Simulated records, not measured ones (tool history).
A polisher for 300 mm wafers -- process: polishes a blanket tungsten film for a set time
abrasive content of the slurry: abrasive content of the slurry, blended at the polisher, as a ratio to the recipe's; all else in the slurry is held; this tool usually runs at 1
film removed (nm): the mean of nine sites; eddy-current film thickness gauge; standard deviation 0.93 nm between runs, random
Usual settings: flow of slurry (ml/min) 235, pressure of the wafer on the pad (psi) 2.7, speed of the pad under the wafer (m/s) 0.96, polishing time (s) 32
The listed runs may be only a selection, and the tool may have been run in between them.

run     day  flow of slurry (ml/min)  pressure of the wafer on the pad (psi)  speed of the pad under the wafer (m/s)  abrasive content of the slurry  polishing time (s)  incoming thickness of the incoming film, nm  film removed (nm)
  1       0                      235                                     2.7                                    0.96                               1                  32                                       1517.9              123.5
  2   0.612                      235                                     2.7                                    0.96                               1                  32                                       1535.1              124.5
  3   1.188                      235                                     2.7                                    0.96                               1                  32                                       1511.4              123.6
  4   1.875                      235                                     2.7                                    0.96                               1                  32                                       1515.7              123.9
  5   2.162                      235                                     2.7                                    0.96                               1                  32                                       1532.3              124.2
  6   2.646                      235                                     2.7                                    0.96                               1                  32                                       1535.3              124.1
  7   3.146                      235                                     2.7                                    0.96                               1                  32                                       1551.3              123.1
  8   3.788                      235                                     2.9                                    1.26                             1.3                  28                                       1500.3              168.3
  9   4.358                      270                                     3.3                                    0.96                             0.9                  21                                       1543.1               96.5
 10   4.621                      235                                     2.7                                    0.96                               1                  32                                       1545.8              124.2
 11   5.308                      235                                     2.7                                    0.96                               1                  32                                       1546.6              123.3
 12   5.858                      160                                     2.7                                    1.14                             1.3                  28                                       1521.3              135.5
 13   6.175                      235                                     2.7                                    0.88                               1                  37                                         1538              130.3
 14   6.517                      235                                     2.7                                    0.66                               1                  37                                       1535.5               98.9
 15   6.858                      235                                     2.7                                    0.96                               1                  32                                       1528.8              124.5
 16   7.362                      235                                     3.3                                    0.96                               1                  32                                       1563.5              149.1
 17   8.054                      235                                     2.7                                    0.96                               1                  32                                       1543.5              123.1
 18   8.792                      235                                     2.7                                    0.96                               1                  37                                       1536.1              141.7
 19   9.504                      300                                     2.7                                     1.1                               1                  37                                       1523.9              167.5
 20   9.896                      235                                     2.7                                    0.96                               1                  32                                         1524              123.2
 21   10.25                      235                                     2.7                                    0.96                               1                  32                                       1525.7              123.6
 22  10.775                      270                                     2.7                                     0.8                            0.75                  32                                       1530.1               92.9
 23  11.267                      280                                       2                                    0.96                             1.1                  39                                       1525.7              118.5
 24  11.846                      170                                     2.7                                    0.72                             0.8                  26                                       1524.3               68.2
 25  12.425                      195                                     2.7                                    0.68                             1.1                  32                                       1551.2               89.5
 26  14.333                      235                                       3                                    0.96                               1                  38                                       1538.2              163.9
 27  14.767                      235                                     2.7                                    0.96                            1.25                  32                                         1554              132.7

Not shown: 9 entries that the log had between the listed runs. Between which runs, and how does the tool's hidden state differ before and after?
After run 2, before run 3: worn pad replaced by a new one (day 1.1)
  nothing in the hidden state changes from one run to the other
After run 3, before run 4: slurry blender recalibrated (day 1.404); slurry nozzle cleaned (day 1.538)
  nothing in the hidden state changes from one run to the other
After run 7, before run 8: slurry tank refilled with fresh slurry and peroxide (day 3.412)
  nothing in the hidden state changes from one run to the other
After run 12, before run 13: worn pad replaced by a new one (day 6.046)
  nothing in the hidden state changes from one run to the other
After run 19, before run 20: slurry tank refilled with fresh slurry and peroxide (day 9.638); worn pad replaced by a new one (day 9.875)
  nothing in the hidden state changes from one run to the other
After run 20, before run 21: head pressure recalibrated (day 9.983)
  nothing in the hidden state changes from one run to the other
After run 26, before run 27: worn pad replaced by a new one (day 14.617)
  nothing in the hidden state changes from one run to the other
